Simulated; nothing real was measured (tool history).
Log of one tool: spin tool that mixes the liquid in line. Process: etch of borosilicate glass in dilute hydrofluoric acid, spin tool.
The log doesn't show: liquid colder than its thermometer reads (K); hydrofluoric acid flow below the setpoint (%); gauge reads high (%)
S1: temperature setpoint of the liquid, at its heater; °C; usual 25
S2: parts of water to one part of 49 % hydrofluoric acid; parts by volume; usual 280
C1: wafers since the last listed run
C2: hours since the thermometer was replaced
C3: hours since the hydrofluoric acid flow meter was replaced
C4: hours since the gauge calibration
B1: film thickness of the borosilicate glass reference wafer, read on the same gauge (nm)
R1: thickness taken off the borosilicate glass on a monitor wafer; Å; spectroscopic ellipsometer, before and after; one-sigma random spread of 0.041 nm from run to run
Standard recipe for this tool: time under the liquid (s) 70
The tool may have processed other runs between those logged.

run 1 hour=0 | S1=25 S2=280 time_under_the_liquid_(s)=70 | C1=0 C2=407.5 C3=1180.5 C4=181 | B1=119.99 | R1=60.1
run 2 hour=11.1 | S1=25 S2=280 time_under_the_liquid_(s)=70 | C1=144 C2=418.6 C3=1191.6 C4=192.1 | B1=120 | R1=60.3
run 3 hour=19.4 | S1=25 S2=240 time_under_the_liquid_(s)=70 | C1=108 C2=426.9 C3=1199.9 C4=200.4 | B1=119.99 | R1=73.5
-- hour=31.9 gauge calibrated
run 4 hour=33.7 | S1=25 S2=240 time_under_the_liquid_(s)=70 | C1=186 C2=441.2 C3=1214.2 C4=1.8 | B1=120.01 | R1=73.5
run 5 hour=44.4 | S1=25 S2=280 time_under_the_liquid_(s)=70 | C1=139 C2=451.9 C3=1224.9 C4=12.5 | B1=120.01 | R1=59.4
run 6 hour=53.9 | S1=25 S2=280 time_under_the_liquid_(s)=70 | C1=123 C2=461.4 C3=1234.4 C4=22 | B1=120.01 | R1=59.9
run 7 hour=69.9 | S1=25 S2=280 time_under_the_liquid_(s)=70 | C1=208 C2=477.4 C3=1250.4 C4=38 | B1=119.99 | R1=59.7
run 8 hour=84.4 | S1=25 S2=280 time_under_the_liquid_(s)=70 | C1=189 C2=491.9 C3=1264.9 C4=52.5 | B1=119.98 | R1=60.1
run 9 hour=100.2 | S1=25 S2=280 time_under_the_liquid_(s)=70 | C1=206 C2=507.7 C3=1280.7 C4=68.3 | B1=119.98 | R1=58.7
run 10 hour=114.5 | S1=25 S2=280 time_under_the_liquid_(s)=70 | C1=186 C2=522 C3=1295 C4=82.6 | B1=120.01 | R1=58.8
run 11 hour=122.6 | S1=25 S2=280 time_under_the_liquid_(s)=90 | C1=105 C2=530.1 C3=1303.1 C4=90.7 | B1=120 | R1=76.3
run 12 hour=136.4 | S1=25 S2=280 time_under_the_liquid_(s)=70 | C1=179 C2=543.9 C3=1316.9 C4=104.5 | B1=120 | R1=58.8
run 13 hour=146.2 | S1=25 S2=280 time_under_the_liquid_(s)=70 | C1=127 C2=553.7 C3=1326.7 C4=114.3 | B1=120 | R1=58.5
-- hour=163 hydrofluoric acid flow meter replaced
run 14 hour=163.5 | S1=25 S2=280 time_under_the_liquid_(s)=70 | C1=212 C2=571 C3=0.5 C4=131.6 | B1=120.01 | R1=69.7
run 15 hour=176.8 | S1=25 S2=280 time_under_the_liquid_(s)=70 | C1=173 C2=584.3 C3=13.8 C4=144.9 | B1=120.01 | R1=69.6
run 16 hour=193.9 | S1=25 S2=165 time_under_the_liquid_(s)=70 | C1=223 C2=601.4 C3=30.9 C4=162 | B1=119.99 | R1=132.1
run 17 hour=200.3 | S1=26.5 S2=280 time_under_the_liquid_(s)=70 | C1=83 C2=607.8 C3=37.3 C4=168.4 | B1=120 | R1=73.4
run 18 hour=229.5 | S1=22.5 S2=240 time_under_the_liquid_(s)=100 | C1=380 C2=637 C3=66.5 C4=197.6 | B1=119.99 | R1=109.8
run 19 hour=247.3 | S1=25 S2=280 time_under_the_liquid_(s)=70 | C1=232 C2=654.8 C3=84.3 C4=215.4 | B1=120.01 | R1=67.7
run 20 hour=263.2 | S1=25 S2=280 time_under_the_liquid_(s)=40 | C1=207 C2=670.7 C3=100.2 C4=231.3 | B1=120 | R1=39.3
-- hour=272 thermometer replaced
-- hour=274.8 gauge calibrated
run 21 hour=275.5 | S1=25 S2=280 time_under_the_liquid_(s)=110 | C1=147 C2=3.5 C3=112.5 C4=0.7 | B1=120.01 | R1=113.4
run 22 hour=290.6 | S1=23 S2=380 time_under_the_liquid_(s)=70 | C1=196 C2=18.6 C3=127.6 C4=15.8 | B1=120 | R1=44.8
run 23 hour=300.9 | S1=25 S2=190 time_under_the_liquid_(s)=35 | C1=134 C2=28.9 C3=137.9 C4=26.1 | B1=120 | R1=57.9
run 24 hour=307.4 | S1=25 S2=325 time_under_the_liquid_(s)=35 | C1=84 C2=35.4 C3=144.4 C4=32.6 | B1=120 | R1=29.6
run 25 hour=316.2 | S1=20.5 S2=280 time_under_the_liquid_(s)=100 | C1=114 C2=44.2 C3=153.2 C4=41.4 | B1=120 | R1=86.8
run 26 hour=332 | S1=25 S2=280 time_under_the_liquid_(s)=70 | C1=206 C2=60 C3=169 C4=57.2 | B1=120.01 | R1=71.2
run 27 hour=345.7 | S1=25 S2=280 time_under_the_liquid_(s)=70 | C1=178 C2=73.7 C3=182.7 C4=70.9 | B1=120.01 | R1=70.6
run 28 hour=357.8 | S1=25 S2=280 time_under_the_liquid_(s)=50 | C1=157 C2=85.8 C3=194.8 C4=83 | B1=119.98 | R1=50.7
run 29 hour=373.1 | S1=25 S2=280 time_under_the_liquid_(s)=70 | C1=199 C2=101.1 C3=210.1 C4=98.3 | B1=120.01 | R1=70.6
run 30 hour=381.9 | S1=30 S2=280 time_under_the_liquid_(s)=70 | C1=114 C2=109.9 C3=218.9 C4=107.1 | B1=120.02 | R1=83.7

The logged runs with the hidden state left out (each run's random variation unchanged):
run=1 R1=73.4
run=2 R1=73.8
run=3 R1=89.9
run=4 R1=90.1
run=5 R1=73.3
run=6 R1=74
run=7 R1=74.1
run=8 R1=74.8
run=9 R1=73.3
run=10 R1=73.6
run=11 R1=95.6
run=12 R1=73.9
run=13 R1=73.7
run=14 R1=73.8
run=15 R1=73.8
run=16 R1=141.2
run=17 R1=78.2
run=18 R1=118.1
run=19 R1=72.9
run=20 R1=42.4
run=21 R1=116.2
run=22 R1=46
run=23 R1=59.6
run=24 R1=30.5
run=25 R1=89.7
run=26 R1=73.8
run=27 R1=73.3
run=28 R1=52.8
run=29 R1=73.8
run=30 R1=87.6
